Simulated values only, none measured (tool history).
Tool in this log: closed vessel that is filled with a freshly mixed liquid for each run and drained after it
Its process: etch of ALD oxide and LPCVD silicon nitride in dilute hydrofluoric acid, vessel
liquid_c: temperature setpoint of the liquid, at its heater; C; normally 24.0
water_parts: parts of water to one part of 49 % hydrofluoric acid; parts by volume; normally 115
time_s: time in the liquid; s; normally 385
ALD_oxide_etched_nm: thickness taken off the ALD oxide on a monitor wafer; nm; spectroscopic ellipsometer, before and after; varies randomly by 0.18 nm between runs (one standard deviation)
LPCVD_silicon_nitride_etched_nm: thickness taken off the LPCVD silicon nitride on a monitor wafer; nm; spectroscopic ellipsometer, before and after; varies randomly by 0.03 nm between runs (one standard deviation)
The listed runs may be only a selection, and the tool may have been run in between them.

run	hour	liquid_c	water_parts	time_s	read-back film thickness of the ALD oxide reference wafer, read on the same gauge (nm)	read-back film thickness of the LPCVD silicon nitride reference wafer, read on the same gauge (nm)	ALD_oxide_etched_nm	LPCVD_silicon_nitride_etched_nm
1	0.0	24.0	115	385	133.76	114.643	43.21	1.557
2	152.2	24.0	115	385	133.54	114.484	43.52	1.558
3	178.6	24.0	115	385	133.50	114.427	43.73	1.618
4	206.5	24.0	115	385	133.46	114.412	43.25	1.584
5	265.9	24.0	115	385	133.41	114.357	43.31	1.580
6	297.6	24.0	115	545	133.38	114.315	61.12	2.209
7	356.7	24.0	115	255	133.32	114.296	28.76	1.037
# hour 372.7: gauge calibrated
8	388.6	28.0	165	175	139.56	119.596	15.76	0.663
9	428.4	24.0	115	510	138.96	119.135	59.87	2.154
10	461.0	24.0	115	385	138.52	118.731	45.01	1.650
11	493.9	24.0	115	385	138.13	118.389	45.08	1.660
12	537.5	24.0	115	385	137.65	117.974	44.75	1.572
# hour 562.8: hydrofluoric acid flow meter replaced
13	596.1	24.0	115	385	137.05	117.482	44.49	1.597
14	666.7	24.0	115	385	136.47	116.974	44.13	1.624
15	732.8	28.0	70	385	136.01	116.563	89.83	3.380
# hour 746.6: thermometer replaced
16	895.4	24.0	115	385	135.11	115.781	43.67	1.622
17	955.5	22.5	80	545	134.83	115.576	86.99	2.870
18	995.4	24.0	115	175	134.69	115.448	19.95	0.720
19	1048.3	24.0	115	385	134.52	115.295	43.67	1.588
20	1098.4	19.0	140	505	134.37	115.166	37.47	1.225
21	1134.3	20.0	150	385	134.29	115.081	27.65	0.930
22	1198.5	21.5	115	385	134.13	114.932	39.40	1.318
23	1263.4	24.0	140	385	133.97	114.839	34.54	1.278
24	1309.2	22.5	95	585	133.91	114.802	77.40	2.603
25	1357.1	20.0	115	175	133.83	114.704	16.69	0.549
26	1415.2	22.0	80	385	133.75	114.663	59.72	2.012

Each row is a separate what-if for the run after 26, all from the same tool condition, not one after another. Results?
A	1416.0	24.0	160	385	?	?	?	?
B	1416.0	27.0	115	320	?	?	?	?
C	1416.0	20.5	100	510	?	?	?	?
D	1416.0	20.5	70	570	?	?	?	?

run	read-back film thickness of the ALD oxide reference wafer, read on the same gauge (nm)	read-back film thickness of the LPCVD silicon nitride reference wafer, read on the same gauge (nm)	ALD_oxide_etched_nm	LPCVD_silicon_nitride_etched_nm
A	133.77	114.651	29.56	1.109
B	133.77	114.651	40.44	1.552
C	133.77	114.651	58.39	1.851
D	133.77	114.651	96.52	2.931
Take away the tool's hidden state, keep each run's random variation, and the runs would have read:
run	ALD_oxide_etched_nm	LPCVD_silicon_nitride_etched_nm
A	30.94	1.161
B	42.33	1.624
C	61.12	1.937
D	101.03	3.068
